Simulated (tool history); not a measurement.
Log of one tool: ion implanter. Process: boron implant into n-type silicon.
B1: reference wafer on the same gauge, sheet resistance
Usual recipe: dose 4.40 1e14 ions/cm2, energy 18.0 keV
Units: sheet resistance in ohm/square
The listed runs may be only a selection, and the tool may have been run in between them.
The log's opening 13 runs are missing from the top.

Run 14, hour 356.9: usual settings; B1 200.91. Result: sheet resistance 231.81 ohm/square.
At hour 455.6: Faraday cup replaced and dose calibrated.
Run 15, hour 464.4: usual settings; B1 201.04. Result: sheet resistance 228.12 ohm/square.
Run 16, hour 494.7: usual settings but dose 5.19 1e14 ions/cm2, energy 24.0 keV; B1 200.97. Result: sheet resistance 193.81 ohm/square.
Run 17, hour 525.4: usual settings but energy 21.0 keV; B1 201.02. Result: sheet resistance 225.03 ohm/square.
Run 18, hour 594.0: usual settings but dose 4.94 1e14 ions/cm2, energy 22.5 keV; B1 200.99. Result: sheet resistance 204.46 ohm/square.
Run 19, hour 615.9: usual settings but dose 3.86 1e14 ions/cm2; B1 201.07. Result: sheet resistance 255.23 ohm/square.
Run 20, hour 633.2: usual settings but dose 3.88 1e14 ions/cm2, energy 19.5 keV; B1 201.02. Result: sheet resistance 252.57 ohm/square.
Run 21, hour 652.6: usual settings but dose 5.70 1e14 ions/cm2, energy 15.0 keV; B1 201.09. Result: sheet resistance 188.64 ohm/square.
Run 22, hour 683.7: usual settings but dose 5.15 1e14 ions/cm2, energy 16.0 keV; B1 200.92. Result: sheet resistance 203.91 ohm/square.
Run 23, hour 718.8: usual settings but dose 3.63 1e14 ions/cm2, energy 22.0 keV; B1 201.05. Result: sheet resistance 263.74 ohm/square.
Run 24, hour 740.9: usual settings but energy 13.5 keV; B1 200.93. Result: sheet resistance 234.34 ohm/square.
Run 25, hour 768.5: usual settings but dose 4.88 1e14 ions/cm2, energy 20.0 keV; B1 201.09. Result: sheet resistance 209.51 ohm/square.
Run 26, hour 792.7: usual settings; B1 200.96. Result: sheet resistance 231.46 ohm/square.
Run 27, hour 808.7: usual settings; B1 201.01. Result: sheet resistance 230.13 ohm/square.
Run 28, hour 841.4: usual settings; B1 200.98. Result: sheet resistance 230.50 ohm/square.
Run 29, hour 859.2: usual settings but energy 12.0 keV; B1 200.92. Result: sheet resistance 238.72 ohm/square.
Run 30, hour 885.1: usual settings but dose 4.96 1e14 ions/cm2, energy 15.5 keV; B1 200.98. Result: sheet resistance 212.89 ohm/square.
Run 31, hour 910.4: usual settings but dose 3.53 1e14 ions/cm2, energy 19.5 keV; B1 201.02. Result: sheet resistance 271.92 ohm/square.
At hour 914.9: gauge calibrated.
Run 32, hour 938.8: usual settings; B1 200.84. Result: sheet resistance 231.72 ohm/square.
Run 33, hour 954.5: usual settings but dose 4.74 1e14 ions/cm2; B1 200.97. Result: sheet resistance 218.58 ohm/square.
Run 34, hour 972.2: usual settings but dose 5.53 1e14 ions/cm2, energy 14.0 keV; B1 201.07. Result: sheet resistance 195.80 ohm/square.
Run 35, hour 998.9: usual settings but dose 3.15 1e14 ions/cm2; B1 201.04. Result: sheet resistance 302.40 ohm/square.
Run 36, hour 1012.7: usual settings but dose 4.98 1e14 ions/cm2, energy 23.0 keV; B1 201.04. Result: sheet resistance 204.98 ohm/square.
Run 37, hour 1036.0: usual settings but dose 4.98 1e14 ions/cm2; B1 200.96. Result: sheet resistance 211.38 ohm/square.
Run 38, hour 1057.7: usual settings but dose 3.72 1e14 ions/cm2, energy 12.5 keV; B1 201.06. Result: sheet resistance 273.83 ohm/square.

3 options for the next run, each taken on its own from the tool as it stands now. Forecast them:
Run A, hour 1058.1: usual settings; B1 ?. Result: sheet resistance ?.
Run B, hour 1058.1: usual settings but dose 5.29 1e14 ions/cm2, energy 14.5 keV; B1 ?. Result: sheet resistance ?.
Run C, hour 1058.1: usual settings but dose 3.12 1e14 ions/cm2, energy 24.0 keV; B1 ?. Result: sheet resistance ?.

run      B1  sheet resistance
  A  201.00            231.87
  B  201.00            202.86
  C  201.00            296.21
Without the tool's unlogged condition, the same runs would have read:
run  sheet resistance
  A            226.45
  B            198.01
  C            289.45
